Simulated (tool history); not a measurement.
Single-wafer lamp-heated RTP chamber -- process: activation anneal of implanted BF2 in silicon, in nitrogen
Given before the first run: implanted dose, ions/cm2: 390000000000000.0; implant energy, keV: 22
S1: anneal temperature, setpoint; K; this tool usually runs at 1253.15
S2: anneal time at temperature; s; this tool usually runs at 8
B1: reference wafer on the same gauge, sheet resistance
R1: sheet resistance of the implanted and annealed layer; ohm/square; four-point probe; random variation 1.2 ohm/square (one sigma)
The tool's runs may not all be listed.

| run | day | S1 | S2 | B1 | R1 |
|---|---|---|---|---|---|
| 1 | 0.000 | 1230.15 | 8 | 326.15 | 364.10 |
| 2 | 2.267 | 1230.15 | 8 | 325.98 | 357.67 |
| 3 | 3.754 | 1230.15 | 8 | 325.70 | 358.73 |
| 4 | 6.162 | 1253.15 | 6 | 325.93 | 338.30 |
| 5 | 7.546 | 1253.15 | 6 | 325.97 | 337.62 |
|  | 8.508 | pyrometer window cleaned and pyrometer calibrated |
| 6 | 9.996 | 1253.15 | 8 | 326.01 | 344.13 |
| 7 | 12.042 | 1253.15 | 8 | 325.85 | 339.55 |
| 8 | 13.408 | 1253.15 | 7 | 325.99 | 344.58 |
| 9 | 15.771 | 1253.15 | 8 | 325.93 | 341.75 |
| 10 | 17.879 | 1253.15 | 8 | 325.98 | 340.38 |
| 11 | 19.212 | 1253.15 | 5 | 325.99 | 341.55 |
|  | 20.912 | reflector plate cleaned |
| 12 | 21.404 | 1253.15 | 8 | 325.90 | 341.42 |
| 13 | 24.133 | 1270.15 | 13 | 325.90 | 332.72 |
| 14 | 27.133 | 1233.15 | 5 | 325.88 | 356.78 |
|  | 28.500 | pyrometer window cleaned and pyrometer calibrated |
| 15 | 29.171 | 1253.15 | 8 | 325.86 | 345.18 |
| 16 | 30.671 | 1276.15 | 8 | 325.95 | 334.26 |
| 17 | 33.000 | 1281.15 | 8 | 325.96 | 332.47 |
| 18 | 35.750 | 1253.15 | 8 | 325.91 | 341.62 |
|  | 37.283 | gauge calibrated |
| 19 | 37.350 | 1253.15 | 8 | 326.11 | 340.14 |
| 20 | 41.329 | 1253.15 | 8 | 326.01 | 341.06 |
| 21 | 42.675 | 1253.15 | 8 | 326.02 | 338.76 |
| 22 | 44.475 | 1230.15 | 6 | 325.95 | 352.82 |
|  | 45.283 | pyrometer window cleaned and pyrometer calibrated |
| 23 | 46.088 | 1224.15 | 8 | 325.88 | 375.45 |
| 24 | 47.854 | 1253.15 | 11 | 325.98 | 338.96 |
|  | 53.271 | reflector plate cleaned |
| 25 | 55.354 | 1266.15 | 5 | 325.85 | 340.14 |

5 ways to go on from here, each from the tool as it stands after run 25. What would each give?
| A | 55.371 | 1253.15 | 8 | ? | ? |
| B | 55.371 | 1269.15 | 8 | ? | ? |
| C | 55.371 | 1267.15 | 8 | ? | ? |
| D | 55.371 | 1235.15 | 11 | ? | ? |
| E | 55.371 | 1229.15 | 4 | ? | ? |

| run | B1 | R1 |
|---|---|---|
| A | 325.98 | 343.65 |
| B | 325.98 | 335.91 |
| C | 325.98 | 336.55 |
| D | 325.98 | 359.42 |
| E | 325.98 | 376.90 |
Take away the tool's hidden state, keep each run's random variation, and the runs would have read:
| run | R1 |
|---|---|
| A | 348.10 |
| B | 337.87 |
| C | 338.75 |
| D | 367.89 |
| E | 387.57 |
